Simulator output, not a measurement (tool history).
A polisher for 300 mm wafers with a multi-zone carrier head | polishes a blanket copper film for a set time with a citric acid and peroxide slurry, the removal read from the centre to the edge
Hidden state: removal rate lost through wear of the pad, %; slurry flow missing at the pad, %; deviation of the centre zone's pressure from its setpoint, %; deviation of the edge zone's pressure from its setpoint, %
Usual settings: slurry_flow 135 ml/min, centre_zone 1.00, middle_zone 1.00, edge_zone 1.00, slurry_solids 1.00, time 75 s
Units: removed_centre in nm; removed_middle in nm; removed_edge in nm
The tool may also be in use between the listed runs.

| run | hour | slurry_flow | centre_zone | middle_zone | edge_zone | slurry_solids | time | wafers since the last listed run | wafers polished on this pad | hours since the slurry nozzle was cleaned | hours since the centre zone pressure was calibrated | hours since the edge zone pressure was calibrated | hours since the carrier head's membrane was replaced | incoming thickness of the incoming film, nm | removed_centre | removed_middle | removed_edge |
|---|---|---|---|---|---|---|---|---|---|---|---|---|---|---|---|---|---|
| 1 | 0.0 | 135 | 1.00 | 1.00 | 1.00 | 1.00 | 75 | 0 | 1806 | 11.6 | 465.7 | 1281.5 | 2073.4 | 1003.2 | 122.2 | 125.1 | 122.0 |
|  | 70.2 | carrier head's membrane replaced by a new one |
|  | 195.9 | worn pad replaced by a new one |
| 2 | 196.4 | 135 | 0.95 | 1.00 | 1.00 | 1.00 | 75 | 1568 | 4 | 208.0 | 662.1 | 1477.9 | 126.2 | 1007.5 | 122.2 | 126.1 | 131.5 |
|  | 211.7 | edge zone pressure recalibrated |
| 3 | 235.5 | 135 | 0.95 | 1.00 | 1.00 | 1.00 | 75 | 310 | 314 | 247.1 | 701.2 | 23.8 | 165.3 | 1012.4 | 116.6 | 124.5 | 127.2 |
| 4 | 325.3 | 135 | 1.00 | 1.00 | 1.00 | 1.00 | 75 | 751 | 1066 | 336.9 | 791.0 | 113.6 | 255.1 | 993.7 | 122.9 | 127.9 | 126.6 |
|  | 364.6 | centre zone pressure recalibrated |
| 5 | 420.4 | 135 | 1.00 | 1.00 | 1.00 | 1.00 | 75 | 779 | 1845 | 432.0 | 55.8 | 208.7 | 350.2 | 999.8 | 116.2 | 119.8 | 123.4 |
|  | 424.2 | slurry nozzle cleaned |
| 6 | 495.7 | 135 | 1.00 | 1.00 | 1.00 | 0.70 | 51 | 621 | 2467 | 71.5 | 131.1 | 284.0 | 425.5 | 1015.2 | 75.8 | 76.6 | 77.2 |
| 7 | 581.2 | 135 | 1.00 | 1.00 | 1.00 | 1.00 | 75 | 715 | 3182 | 157.0 | 216.6 | 369.5 | 511.0 | 995.9 | 118.7 | 120.1 | 121.3 |
| 8 | 673.9 | 135 | 1.00 | 0.93 | 1.00 | 1.00 | 75 | 775 | 3958 | 249.7 | 309.3 | 462.2 | 603.7 | 1014.3 | 114.7 | 108.0 | 117.7 |
|  | 687.0 | worn pad replaced by a new one |
| 9 | 727.6 | 135 | 0.96 | 0.89 | 1.00 | 1.00 | 75 | 415 | 340 | 303.4 | 363.0 | 515.9 | 657.4 | 983.3 | 119.5 | 114.3 | 132.6 |
| 10 | 777.0 | 135 | 1.07 | 1.00 | 1.00 | 1.00 | 90 | 413 | 753 | 352.8 | 412.4 | 565.3 | 706.8 | 994.7 | 159.0 | 149.4 | 155.0 |
|  | 834.1 | slurry nozzle cleaned |
| 11 | 881.5 | 175 | 0.96 | 1.00 | 1.00 | 0.80 | 63 | 866 | 1619 | 47.4 | 516.9 | 669.8 | 811.3 | 994.3 | 99.2 | 103.7 | 106.2 |
| 12 | 952.1 | 175 | 1.00 | 1.00 | 1.05 | 1.25 | 75 | 590 | 2210 | 118.0 | 587.5 | 740.4 | 881.9 | 1022.4 | 135.9 | 137.0 | 139.8 |
| 13 | 1041.7 | 135 | 1.00 | 1.00 | 1.00 | 1.15 | 75 | 749 | 2960 | 207.6 | 677.1 | 830.0 | 971.5 | 997.0 | 123.8 | 120.9 | 125.3 |
| 14 | 1109.1 | 135 | 1.00 | 1.00 | 1.08 | 1.00 | 75 | 564 | 3524 | 275.0 | 744.5 | 897.4 | 1038.9 | 1015.7 | 113.7 | 116.8 | 121.7 |
|  | 1147.8 | worn pad replaced by a new one |
| 15 | 1169.3 | 135 | 1.00 | 1.06 | 1.06 | 1.20 | 97 | 470 | 180 | 335.2 | 804.7 | 957.6 | 1099.1 | 986.5 | 172.3 | 177.1 | 179.2 |
| 16 | 1223.0 | 135 | 1.00 | 1.00 | 1.00 | 1.00 | 75 | 449 | 629 | 388.9 | 858.4 | 1011.3 | 1152.8 | 1008.8 | 123.9 | 125.3 | 126.9 |
|  | 1225.6 | centre zone pressure recalibrated |
|  | 1275.1 | slurry nozzle cleaned |
| 17 | 1302.6 | 135 | 1.00 | 1.00 | 1.00 | 1.00 | 75 | 641 | 1270 | 27.5 | 77.0 | 1090.9 | 1232.4 | 1002.0 | 125.8 | 129.0 | 125.9 |
| 18 | 1377.1 | 135 | 1.00 | 1.00 | 1.00 | 1.00 | 75 | 623 | 1894 | 102.0 | 151.5 | 1165.4 | 1306.9 | 1007.7 | 123.3 | 125.7 | 126.5 |
| 19 | 1450.1 | 150 | 1.00 | 1.00 | 1.00 | 1.00 | 67 | 610 | 2505 | 175.0 | 224.5 | 1238.4 | 1379.9 | 994.2 | 108.9 | 111.4 | 112.0 |
| 20 | 1520.2 | 135 | 1.00 | 1.00 | 1.00 | 1.00 | 75 | 586 | 3091 | 245.1 | 294.6 | 1308.5 | 1450.0 | 986.2 | 118.0 | 120.4 | 121.1 |

5 ways to go on from here, each from the tool as it stands after run 20. What would each give?
| A | 1520.7 | 135 | 1.00 | 1.00 | 1.00 | 1.00 | 75 | 4 | 3095 | 245.6 | 295.1 | 1309.0 | 1450.5 | 1001.4 | ? | ? | ? |
| B | 1520.7 | 125 | 1.00 | 1.00 | 1.04 | 1.10 | 86 | 4 | 3095 | 245.6 | 295.1 | 1309.0 | 1450.5 | 1001.4 | ? | ? | ? |
| C | 1520.7 | 135 | 1.00 | 0.92 | 1.00 | 1.25 | 75 | 4 | 3095 | 245.6 | 295.1 | 1309.0 | 1450.5 | 1001.4 | ? | ? | ? |
| D | 1520.7 | 135 | 1.00 | 1.00 | 0.93 | 1.00 | 75 | 4 | 3095 | 245.6 | 295.1 | 1309.0 | 1450.5 | 1001.4 | ? | ? | ? |
| E | 1520.7 | 135 | 1.00 | 1.00 | 0.92 | 1.00 | 51 | 4 | 3095 | 245.6 | 295.1 | 1309.0 | 1450.5 | 1001.4 | ? | ? | ? |

| run | removed_centre | removed_middle | removed_edge |
|---|---|---|---|
| A | 119.2 | 121.1 | 121.1 |
| B | 137.3 | 139.8 | 143.4 |
| C | 126.0 | 119.4 | 128.3 |
| D | 119.2 | 121.1 | 117.0 |
| E | 81.0 | 82.3 | 79.2 |
Without the tool's hidden state the same runs would have given:
| run | removed_centre | removed_middle | removed_edge |
|---|---|---|---|
| A | 129.2 | 131.0 | 130.4 |
| B | 149.1 | 151.4 | 154.4 |
| C | 136.6 | 129.2 | 138.1 |
| D | 129.2 | 131.0 | 126.0 |
| E | 87.9 | 89.1 | 85.2 |
